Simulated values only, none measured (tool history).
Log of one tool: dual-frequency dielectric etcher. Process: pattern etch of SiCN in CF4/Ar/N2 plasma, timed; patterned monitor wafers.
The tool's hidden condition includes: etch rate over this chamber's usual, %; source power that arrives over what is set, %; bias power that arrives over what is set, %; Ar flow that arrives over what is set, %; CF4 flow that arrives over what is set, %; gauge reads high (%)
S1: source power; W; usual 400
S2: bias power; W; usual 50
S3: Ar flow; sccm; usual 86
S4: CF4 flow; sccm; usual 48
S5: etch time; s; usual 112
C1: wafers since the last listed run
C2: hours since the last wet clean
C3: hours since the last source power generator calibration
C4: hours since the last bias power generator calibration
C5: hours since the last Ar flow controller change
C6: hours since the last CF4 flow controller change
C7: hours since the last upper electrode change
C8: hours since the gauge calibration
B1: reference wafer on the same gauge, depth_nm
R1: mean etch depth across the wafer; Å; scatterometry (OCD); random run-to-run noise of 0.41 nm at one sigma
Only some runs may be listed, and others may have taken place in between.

run    hour   S1  S2   S3  S4     S5   C1     C2      C3      C4      C5      C6      C7      C8    B1   R1
  1       0  400  50   86  37     84    0  478.5   428.3   186.4    5815  3253.5  4565.8    1613  71.6  501
  2    57.7  400  50   75  48   93.5  331  536.2     486   244.1  5872.7  3311.2  4623.5  1670.7  71.7  598
  3    97.5  400  40   86  48    112  228    576   525.8   283.9  5912.5    3351  4663.3  1710.5  71.8  660
  4   129.5  400  50   86  48    134  184    608   557.8   315.9  5944.5    3383  4695.3  1742.5  71.7  829
      190.3  -- wet clean of the chamber
  5   196.1  400  50   86  48    112  245    5.8   624.4   382.5  6011.1  3449.6  4761.9  1809.1  71.9  692
      229.2  -- Ar flow controller replaced
  6   238.8  400  50   86  48    112  211   48.5   667.1   425.2     9.6  3492.3  4804.6  1851.8  71.8  698
  7   282.7  400  50   86  48     97  252   92.4     711   469.1    53.5  3536.2  4848.5  1895.7  71.8  597
      313.5  -- CF4 flow controller replaced
  8     314  400  50   86  48    112  145  123.7   742.3   500.4    84.8     0.5  4879.8    1927  71.8  691
      385.3  -- upper electrode replaced
  9   385.8  400  46   73  48    112  274  195.5   814.1   572.2   156.6    72.3     0.5  1998.8  71.7  706
 10   436.9  350  60   86  48   80.5  293  246.6   865.2   623.3   207.7   123.4    51.6  2049.9  71.7  457
 11   489.3  400  50   86  42   91.5  301    299   917.6   675.7   260.1   175.8     104  2102.3  71.8  552
 12   533.1  400  40   69  43    132  251  342.8   961.4   719.5   303.9   219.6   147.8  2146.1  71.9  788
      533.9  -- gauge calibrated
 13   635.1  450  50   86  53    112  586  444.8  1063.4   821.5   405.9   321.6   249.8   101.2  71.9  785
 14     661  460  50   86  48   86.5  148  470.7  1089.3   847.4   431.8   347.5   275.7   127.1  71.6  608
 15   722.7  400  50   86  48    112  354  532.4    1151   909.1   493.5   409.2   337.4   188.8  71.8  689
      771.5  -- wet clean of the chamber
 16     772  350  50   86  44    112  145    0.5  1200.3   958.4   542.8   458.5   386.7   238.1  71.7  591
 17   814.8  400  50   86  54    112  246   43.3  1243.1  1001.2   585.6   501.3   429.5   280.9  71.9  698
 18   857.4  400  50   86  48    103  245   85.9  1285.7  1043.8   628.2   543.9   472.1   323.5  71.8  629
 19   896.2  400  50   86  48    112  223  124.7  1324.5  1082.6     667   582.7   510.9   362.3  71.7  683
 20   945.2  350  43  106  48  134.5  281  173.7  1373.5  1131.6     716   631.7   559.9   411.3  71.7  656
 21   985.5  350  55   67  48    112  231    214  1413.8  1171.9   756.3     672   600.2   451.6  71.7  643
       1049  -- source power generator calibrated
 22  1051.6  310  50   86  48    112  357  280.1     2.6    1238   822.4   738.1   666.3   517.7  71.9  530

Each row is a separate what-if for the run after 22, all from the same tool condition, not one after another. Results?
  A  1052  400  50  86  58    112   2  280.5   3  1238.4  822.8  738.5  666.7  518.1   ?   ?
  B  1052  400  50  86  48    138   2  280.5   3  1238.4  822.8  738.5  666.7  518.1   ?   ?
  C  1052  330  62  75  48  134.5   2  280.5   3  1238.4  822.8  738.5  666.7  518.1   ?   ?

run    B1   R1
  A  71.8  718
  B  71.8  859
  C  71.8  746
Take away the tool's hidden state, keep each run's random variation, and the runs would have read:
run   R1
  A  719
  B  860
  C  747

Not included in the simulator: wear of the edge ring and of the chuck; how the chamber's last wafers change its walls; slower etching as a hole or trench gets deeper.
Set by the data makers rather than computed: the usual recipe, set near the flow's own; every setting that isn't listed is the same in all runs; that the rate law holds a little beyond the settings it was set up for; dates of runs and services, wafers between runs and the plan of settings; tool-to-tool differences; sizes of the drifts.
